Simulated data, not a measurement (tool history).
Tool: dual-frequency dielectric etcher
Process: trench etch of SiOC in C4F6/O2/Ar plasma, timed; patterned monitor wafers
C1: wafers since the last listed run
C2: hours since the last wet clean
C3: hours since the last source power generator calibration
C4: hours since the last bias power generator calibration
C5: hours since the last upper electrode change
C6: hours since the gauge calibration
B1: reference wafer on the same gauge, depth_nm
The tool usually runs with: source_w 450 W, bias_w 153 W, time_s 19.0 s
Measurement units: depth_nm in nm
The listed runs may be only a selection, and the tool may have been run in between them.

{"run": 1, "hour": 0.0, "source_w": 450, "bias_w": 153, "time_s": 19.0, "C1": 0, "C2": 324.5, "C3": 2930.7, "C4": 2884.5, "C5": 2046.1, "C6": 28.5, "B1": 35.11, "depth_nm": 38.97}
{"run": 2, "hour": 54.6, "source_w": 450, "bias_w": 153, "time_s": 19.0, "C1": 560, "C2": 379.1, "C3": 2985.3, "C4": 2939.1, "C5": 2100.7, "C6": 83.1, "B1": 35.11, "depth_nm": 39.04}
{"run": 3, "hour": 97.8, "source_w": 450, "bias_w": 180, "time_s": 19.0, "C1": 443, "C2": 422.3, "C3": 3028.5, "C4": 2982.3, "C5": 2143.9, "C6": 126.3, "B1": 35.1, "depth_nm": 41.84}
{"hour": 218.8, "done": "wet clean of the chamber"}
{"run": 4, "hour": 219.3, "source_w": 450, "bias_w": 180, "time_s": 19.0, "C1": 1000, "C2": 0.5, "C3": 3150.0, "C4": 3103.8, "C5": 2265.4, "C6": 247.8, "B1": 35.1, "depth_nm": 41.18}
{"run": 5, "hour": 278.7, "source_w": 450, "bias_w": 180, "time_s": 19.0, "C1": 609, "C2": 59.9, "C3": 3209.4, "C4": 3163.2, "C5": 2324.8, "C6": 307.2, "B1": 35.09, "depth_nm": 41.29}
{"run": 6, "hour": 329.1, "source_w": 450, "bias_w": 153, "time_s": 19.0, "C1": 517, "C2": 110.3, "C3": 3259.8, "C4": 3213.6, "C5": 2375.2, "C6": 357.6, "B1": 35.08, "depth_nm": 38.65}
{"run": 7, "hour": 405.8, "source_w": 450, "bias_w": 153, "time_s": 19.0, "C1": 787, "C2": 187.0, "C3": 3336.5, "C4": 3290.3, "C5": 2451.9, "C6": 434.3, "B1": 35.09, "depth_nm": 38.66}
{"run": 8, "hour": 475.2, "source_w": 450, "bias_w": 153, "time_s": 19.0, "C1": 712, "C2": 256.4, "C3": 3405.9, "C4": 3359.7, "C5": 2521.3, "C6": 503.7, "B1": 35.11, "depth_nm": 38.82}
{"run": 9, "hour": 529.7, "source_w": 450, "bias_w": 153, "time_s": 21.5, "C1": 559, "C2": 310.9, "C3": 3460.4, "C4": 3414.2, "C5": 2575.8, "C6": 558.2, "B1": 35.1, "depth_nm": 44.11}
{"hour": 646.0, "done": "upper electrode replaced"}
{"run": 10, "hour": 646.5, "source_w": 450, "bias_w": 181, "time_s": 24.5, "C1": 952, "C2": 427.7, "C3": 3577.2, "C4": 3531.0, "C5": 0.5, "C6": 675.0, "B1": 35.09, "depth_nm": 53.98}
{"hour": 647.9, "done": "gauge calibrated"}
{"run": 11, "hour": 683.6, "source_w": 530, "bias_w": 139, "time_s": 23.5, "C1": 380, "C2": 464.8, "C3": 3614.3, "C4": 3568.1, "C5": 37.6, "C6": 35.7, "B1": 35.09, "depth_nm": 48.34}
{"run": 12, "hour": 735.2, "source_w": 450, "bias_w": 153, "time_s": 19.0, "C1": 529, "C2": 516.4, "C3": 3665.9, "C4": 3619.7, "C5": 89.2, "C6": 87.3, "B1": 35.1, "depth_nm": 39.14}
{"hour": 758.4, "done": "bias power generator calibrated"}
{"run": 13, "hour": 791.7, "source_w": 400, "bias_w": 141, "time_s": 22.5, "C1": 538, "C2": 572.9, "C3": 3722.4, "C4": 33.3, "C5": 145.7, "C6": 143.8, "B1": 35.08, "depth_nm": 42.71}
{"hour": 807.6, "done": "source power generator calibrated"}
{"hour": 828.8, "done": "wet clean of the chamber"}
{"run": 14, "hour": 857.0, "source_w": 510, "bias_w": 153, "time_s": 21.5, "C1": 411, "C2": 28.2, "C3": 49.4, "C4": 98.6, "C5": 211.0, "C6": 209.1, "B1": 35.12, "depth_nm": 44.23}
{"run": 15, "hour": 953.0, "source_w": 450, "bias_w": 153, "time_s": 19.0, "C1": 985, "C2": 124.2, "C3": 145.4, "C4": 194.6, "C5": 307.0, "C6": 305.1, "B1": 35.09, "depth_nm": 37.93}
{"run": 16, "hour": 1003.9, "source_w": 450, "bias_w": 170, "time_s": 15.0, "C1": 522, "C2": 175.1, "C3": 196.3, "C4": 245.5, "C5": 357.9, "C6": 356.0, "B1": 35.09, "depth_nm": 31.55}
{"run": 17, "hour": 1040.2, "source_w": 450, "bias_w": 153, "time_s": 14.0, "C1": 372, "C2": 211.4, "C3": 232.6, "C4": 281.8, "C5": 394.2, "C6": 392.3, "B1": 35.1, "depth_nm": 28.16}

Measured minus without-hidden-state, run by run (identical run-to-run variation in each term; gauge scatter may differ):
The tool's hidden condition here consists of: etch rate over this chamber's usual, %; source power that arrives over what is set, %; bias power that arrives over what is set, %; gauge reads high (%).
run=1 depth_nm=+1.28
run=2 depth_nm=+1.35
run=3 depth_nm=+1.55
run=4 depth_nm=+0.90
run=5 depth_nm=+0.98
run=6 depth_nm=+0.94
run=7 depth_nm=+1.04
run=8 depth_nm=+1.13
run=9 depth_nm=+1.35
run=10 depth_nm=+1.93
run=11 depth_nm=+1.69
run=12 depth_nm=+1.46
run=13 depth_nm=+0.86
run=14 depth_nm=+0.23
run=15 depth_nm=+0.38
run=16 depth_nm=+0.40
run=17 depth_nm=+0.39

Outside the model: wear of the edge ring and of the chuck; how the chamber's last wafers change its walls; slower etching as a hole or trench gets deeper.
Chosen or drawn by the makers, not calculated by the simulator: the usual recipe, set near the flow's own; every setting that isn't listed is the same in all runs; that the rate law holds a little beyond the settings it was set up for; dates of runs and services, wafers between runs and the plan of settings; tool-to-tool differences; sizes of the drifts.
